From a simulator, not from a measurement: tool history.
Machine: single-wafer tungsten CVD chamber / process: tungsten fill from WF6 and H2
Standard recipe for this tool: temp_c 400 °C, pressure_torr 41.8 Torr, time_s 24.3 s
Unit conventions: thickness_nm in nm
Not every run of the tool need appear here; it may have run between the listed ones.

run	day	temp_c	pressure_torr	time_s	wafers since the last listed run	hours since the last thermocouple change	hours since the last manometer calibration	hours since the showerhead was replaced	hours since the gauge calibration	read-back reference wafer on the same gauge, thickness_nm	thickness_nm
1	0	407	41.8	24.3	0	907.8	2735.6	2891.4	2090.4	76.496	88.382
2	3.192	407	41.8	24.3	2092	984.4	2812.2	2968	2167	76.53	88.329
3	6.517	407	41.8	24.3	2179	1064.2	2892	3047.8	2246.8	76.489	88.594
4	9.233	411	36.2	24.3	1780	1129.4	2957.2	3113	2312	76.498	89.195
5	12.458	411	36.2	24.3	2114	1206.8	3034.6	3190.4	2389.4	76.542	88.5
# day 12.988: gauge calibrated
6	16.904	394	41.8	24.3	2914	1313.5	3141.3	3297.1	94	76.52	71.901
# day 17.958: capacitance manometer re-zeroed and calibrated
# day 18.779: thermocouple changed; heater temperature recalibrated
7	20.271	394	41.8	24.3	1769	35.8	55.5	3377.9	174.8	76.494	71.966
8	22.771	400	41.8	24.3	1638	95.8	115.5	3437.9	234.8	76.518	79.12
9	26.025	400	41.8	24.3	2133	173.9	193.6	3516	312.9	76.487	79.009
# day 29.658: showerhead replaced
10	30.483	400	41.8	25.4	2704	280.9	300.6	19.8	419.9	76.484	82.834
11	32.758	400	41.8	24.3	1491	335.5	355.2	74.4	474.5	76.494	79.23
12	36.296	400	41.8	24.3	2318	420.4	440.1	159.3	559.4	76.513	79.131
13	47.6	400	34.3	24.3	7410	691.7	711.4	430.6	830.7	76.508	73.364
14	51.192	406	34	28.9	2354	777.9	797.6	516.8	916.9	76.484	95.738
15	55.467	400	41.8	24.3	2802	880.5	900.2	619.4	1019.5	76.493	79.536
16	59.042	400	41.8	20.5	2343	966.3	986	705.2	1105.3	76.492	66.796
17	63.062	400	41.8	24.3	2635	1062.8	1082.5	801.7	1201.8	76.485	79.369
18	65.075	400	47.7	28.7	1319	1111.1	1130.8	850	1250.1	76.532	98.775
19	69.412	413	34.1	19.8	2843	1215.2	1234.9	954.1	1354.2	76.502	72.754
20	72.488	396	41.8	20.1	2015	1289	1308.7	1027.9	1428	76.492	61.635
# day 74.767: thermocouple changed; heater temperature recalibrated
21	75.329	390	47.7	20.1	1644	13.5	1376.9	1096.1	1496.2	76.523	58.521
22	78.525	395	41.8	24.3	2094	90.2	1453.6	1172.8	1572.9	76.469	73
23	81.829	391	41.8	24.3	2165	169.5	1532.9	1252.1	1652.2	76.496	68.229
24	83.567	405	34.6	27.8	1138	211.2	1574.6	1293.8	1693.9	76.509	91.434
25	86.683	390	38.3	25.6	2043	286	1649.4	1368.6	1768.7	76.498	68.548
26	89.833	388	38.3	20.5	2064	361.6	1725	1444.2	1844.3	76.5	52.87
# day 91.104: gauge calibrated
27	93.333	411	41.8	27.2	2294	445.6	1809	1528.2	53.5	76.468	105.558
28	96.192	407	38.8	20.6	1873	514.2	1877.6	1596.8	122.1	76.521	72.702
29	97.996	400	41.8	24.3	1182	557.5	1920.9	1640.1	165.4	76.518	79.444
30	109.675	400	37.1	24.3	7656	837.8	2201.2	1920.4	445.7	76.488	75.575
31	112.858	408	51.9	29	2086	914.2	2277.6	1996.8	522.1	76.486	116.98
32	115.821	400	50.3	24.3	1942	985.3	2348.7	2067.9	593.2	76.506	85.407
33	117.825	391	46.2	28.3	1313	1033.4	2396.8	2116	641.3	76.535	82.817
34	120.392	404	34.6	26.8	1682	1095	2458.4	2177.6	702.9	76.493	86.111
35	122.517	400	36.6	24.3	1392	1146	2509.4	2228.6	753.9	76.479	75.158

3 options for the next run, each taken on its own from the tool as it stands now. Forecast them:
A	122.533	400	41.8	24.3	10	1146.4	2509.8	2229	754.3	?	?
B	122.533	409	41.8	20.1	10	1146.4	2509.8	2229	754.3	?	?
C	122.533	390	47.9	24.3	10	1146.4	2509.8	2229	754.3	?	?

run	read-back reference wafer on the same gauge, thickness_nm	thickness_nm
A	76.474	79.049
B	76.474	75.138
C	76.474	70.758
Without the tool's unlogged condition, the same runs would have read:
run	thickness_nm
A	79.049
B	75.138
C	70.758
